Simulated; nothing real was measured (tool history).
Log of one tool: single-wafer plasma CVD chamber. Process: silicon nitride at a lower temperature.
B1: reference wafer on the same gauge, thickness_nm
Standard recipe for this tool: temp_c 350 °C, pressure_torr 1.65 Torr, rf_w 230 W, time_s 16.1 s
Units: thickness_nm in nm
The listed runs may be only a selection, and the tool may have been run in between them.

run 1 day=0 | temp_c=350 pressure_torr=1.65 rf_w=230 time_s=16.1 | B1=12.895 | thickness_nm=15.482
run 2 day=1.842 | temp_c=350 pressure_torr=1.65 rf_w=230 time_s=16.1 | B1=12.896 | thickness_nm=15.434
run 3 day=3 | temp_c=350 pressure_torr=1.65 rf_w=230 time_s=16.1 | B1=12.891 | thickness_nm=15.329
run 4 day=4.208 | temp_c=350 pressure_torr=1.65 rf_w=230 time_s=16.1 | B1=12.899 | thickness_nm=15.402
run 5 day=6.3 | temp_c=350 pressure_torr=1.65 rf_w=230 time_s=16.1 | B1=12.898 | thickness_nm=15.402
run 6 day=7.7 | temp_c=350 pressure_torr=1.65 rf_w=230 time_s=16.1 | B1=12.917 | thickness_nm=15.445
run 7 day=9.658 | temp_c=359 pressure_torr=1.65 rf_w=230 time_s=16.1 | B1=12.903 | thickness_nm=15.277
run 8 day=10.983 | temp_c=359 pressure_torr=1.65 rf_w=230 time_s=16.1 | B1=12.894 | thickness_nm=15.326
run 9 day=13.696 | temp_c=350 pressure_torr=1.57 rf_w=230 time_s=16.1 | B1=12.895 | thickness_nm=15.138
run 10 day=15.738 | temp_c=350 pressure_torr=1.57 rf_w=230 time_s=16.1 | B1=12.895 | thickness_nm=15.143
run 11 day=17.988 | temp_c=350 pressure_torr=1.65 rf_w=230 time_s=17.5 | B1=12.913 | thickness_nm=16.644
run 12 day=19.704 | temp_c=350 pressure_torr=1.65 rf_w=230 time_s=17.5 | B1=12.892 | thickness_nm=16.701
-- day=20.558 gauge calibrated
run 13 day=21.571 | temp_c=350 pressure_torr=1.65 rf_w=230 time_s=17.5 | B1=12.9 | thickness_nm=16.694
run 14 day=24.2 | temp_c=358 pressure_torr=1.65 rf_w=230 time_s=16.1 | B1=12.904 | thickness_nm=15.322
run 15 day=26.604 | temp_c=350 pressure_torr=1.65 rf_w=230 time_s=16.1 | B1=12.922 | thickness_nm=15.33
run 16 day=28.2 | temp_c=350 pressure_torr=1.65 rf_w=230 time_s=13.1 | B1=12.914 | thickness_nm=12.476
-- day=28.65 thermocouple changed; heater temperature recalibrated
-- day=30.104 RF generator calibrated
run 17 day=30.388 | temp_c=354 pressure_torr=1.48 rf_w=230 time_s=16.1 | B1=12.897 | thickness_nm=14.811
run 18 day=31.838 | temp_c=345 pressure_torr=1.65 rf_w=230 time_s=16.1 | B1=12.897 | thickness_nm=15.444
run 19 day=33.6 | temp_c=354 pressure_torr=1.32 rf_w=185 time_s=17.7 | B1=12.903 | thickness_nm=12.495
run 20 day=34.975 | temp_c=350 pressure_torr=1.42 rf_w=230 time_s=17.8 | B1=12.895 | thickness_nm=16.349
-- day=36.171 showerhead replaced
run 21 day=36.517 | temp_c=362 pressure_torr=1.89 rf_w=205 time_s=14.7 | B1=12.911 | thickness_nm=12.94
run 22 day=38.575 | temp_c=350 pressure_torr=1.25 rf_w=230 time_s=16.1 | B1=12.902 | thickness_nm=14.09
-- day=40.167 capacitance manometer re-zeroed and calibrated
run 23 day=41.762 | temp_c=350 pressure_torr=1.65 rf_w=230 time_s=16.1 | B1=12.898 | thickness_nm=15.536
run 24 day=44.054 | temp_c=355 pressure_torr=1.65 rf_w=230 time_s=13.4 | B1=12.9 | thickness_nm=12.877
run 25 day=46.958 | temp_c=350 pressure_torr=1.65 rf_w=230 time_s=16.1 | B1=12.904 | thickness_nm=15.489
run 26 day=49.542 | temp_c=350 pressure_torr=1.65 rf_w=230 time_s=18.6 | B1=12.9 | thickness_nm=18.003
run 27 day=52.146 | temp_c=350 pressure_torr=1.65 rf_w=215 time_s=16.1 | B1=12.906 | thickness_nm=14.569
run 28 day=53.85 | temp_c=350 pressure_torr=1.65 rf_w=230 time_s=16.1 | B1=12.9 | thickness_nm=15.544

Measured result minus the same run's result without the hidden state. Both carry the same run-to-run variation, though not necessarily the same gauge scatter:
What the log doesn't record here: wafer temperature above the value expected at the setpoint (K); delivered RF power above the setpoint (%); true pressure above the setpoint (%); gauge reads high (%).
run=1 thickness_nm=-0.215
run=2 thickness_nm=-0.221
run=3 thickness_nm=-0.223
run=4 thickness_nm=-0.229
run=5 thickness_nm=-0.235
run=6 thickness_nm=-0.24
run=7 thickness_nm=-0.242
run=8 thickness_nm=-0.247
run=9 thickness_nm=-0.251
run=10 thickness_nm=-0.257
run=11 thickness_nm=-0.286
run=12 thickness_nm=-0.29
run=13 thickness_nm=-0.293
run=14 thickness_nm=-0.274
run=15 thickness_nm=-0.278
run=16 thickness_nm=-0.227
run=17 thickness_nm=-0.278
run=18 thickness_nm=-0.286
run=19 thickness_nm=-0.244
run=20 thickness_nm=-0.316
run=21 thickness_nm=-0.238
run=22 thickness_nm=-0.279
run=23 thickness_nm=-0.029
run=24 thickness_nm=-0.045
run=25 thickness_nm=-0.08
run=26 thickness_nm=-0.119
run=27 thickness_nm=-0.116
run=28 thickness_nm=-0.136
